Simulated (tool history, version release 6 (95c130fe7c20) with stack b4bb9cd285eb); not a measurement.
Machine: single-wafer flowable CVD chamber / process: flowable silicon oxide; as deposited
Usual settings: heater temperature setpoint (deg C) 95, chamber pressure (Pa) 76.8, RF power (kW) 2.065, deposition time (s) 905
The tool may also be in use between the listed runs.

run	hour	heater temperature setpoint (deg C)	chamber pressure (Pa)	RF power (kW)	deposition time (s)	wafers since the last listed run	hours since the last thermocouple change	hours since the last RF generator calibration	hours since the last manometer calibration	hours since the showerhead was replaced	hours since the gauge calibration	read-back reference wafer on the same gauge, thickness_nm	mean film thickness on the monitor wafer (Å)
1	0.0	95	76.8	2.395	905	0	2006.9	2325.9	1506.4	6294.4	67.3	448.967	5148.05
2	33.6	95	76.8	2.395	905	46	2040.5	2359.5	1540.0	6328.0	100.9	449.660	5172.77
3	57.1	95	76.8	2.065	905	32	2064.0	2383.0	1563.5	6351.5	124.4	448.455	5078.53
4	92.2	102	76.8	2.335	905	48	2099.1	2418.1	1598.6	6386.6	159.5	448.083	4190.89
5	106.1	102	76.8	2.335	905	19	2113.0	2432.0	1612.5	6400.5	173.4	449.183	4181.73
6	132.4	102	76.8	2.335	905	36	2139.3	2458.3	1638.8	6426.8	199.7	449.069	4244.21
7	171.5	95	76.8	2.065	905	54	2178.4	2497.4	1677.9	6465.9	238.8	449.596	5131.96
8	221.1	109	61.9	1.700	905	68	2228.0	2547.0	1727.5	6515.5	288.4	449.238	2665.51
# hour 247.9: gauge calibrated
9	255.3	108	76.8	2.205	905	47	2262.2	2581.2	1761.7	6549.7	7.4	448.132	3515.10
# hour 263.5: thermocouple changed; heater temperature recalibrated
# hour 263.9: capacitance manometer re-zeroed and calibrated
10	289.5	95	76.8	2.065	905	35	26.0	2615.4	25.6	6583.9	41.6	449.481	4386.92
11	313.8	81	88.5	1.865	801	33	50.3	2639.7	49.9	6608.2	65.9	449.664	6572.59
# hour 322.6: showerhead replaced
# hour 331.3: RF generator calibrated
12	332.6	95	76.8	2.330	905	3	69.1	1.3	68.7	10.0	84.7	448.979	4535.87
13	356.9	107	76.8	2.435	985	33	93.4	25.6	93.0	34.3	109.0	449.334	3469.05
14	407.4	81	58.3	2.455	1057	70	143.9	76.1	143.5	84.8	159.5	448.714	6040.15
15	439.3	95	76.8	1.840	905	44	175.8	108.0	175.4	116.7	191.4	448.531	4432.41

5 ways to go on from here, each from the tool as it stands after run 15. What would each give?
A	440.0	95	76.8	2.065	905	0	176.5	108.7	176.1	117.4	192.1	?	?
B	440.0	89	92.1	2.065	1051	0	176.5	108.7	176.1	117.4	192.1	?	?
C	440.0	95	85.2	1.880	905	0	176.5	108.7	176.1	117.4	192.1	?	?
D	440.0	107	89.9	1.920	996	0	176.5	108.7	176.1	117.4	192.1	?	?
E	440.0	105	65.1	1.935	976	0	176.5	108.7	176.1	117.4	192.1	?	?

run	read-back reference wafer on the same gauge, thickness_nm	mean film thickness on the monitor wafer (Å)
A	448.577	4544.23
B	448.577	7566.01
C	448.577	4979.53
D	448.577	4082.46
E	448.577	3084.55
With the hidden condition removed and each run's random variation left untouched, the same runs would have given:
run	mean film thickness on the monitor wafer (Å)
A	4569.24
B	7602.60
C	5006.93
D	4104.97
E	3101.71
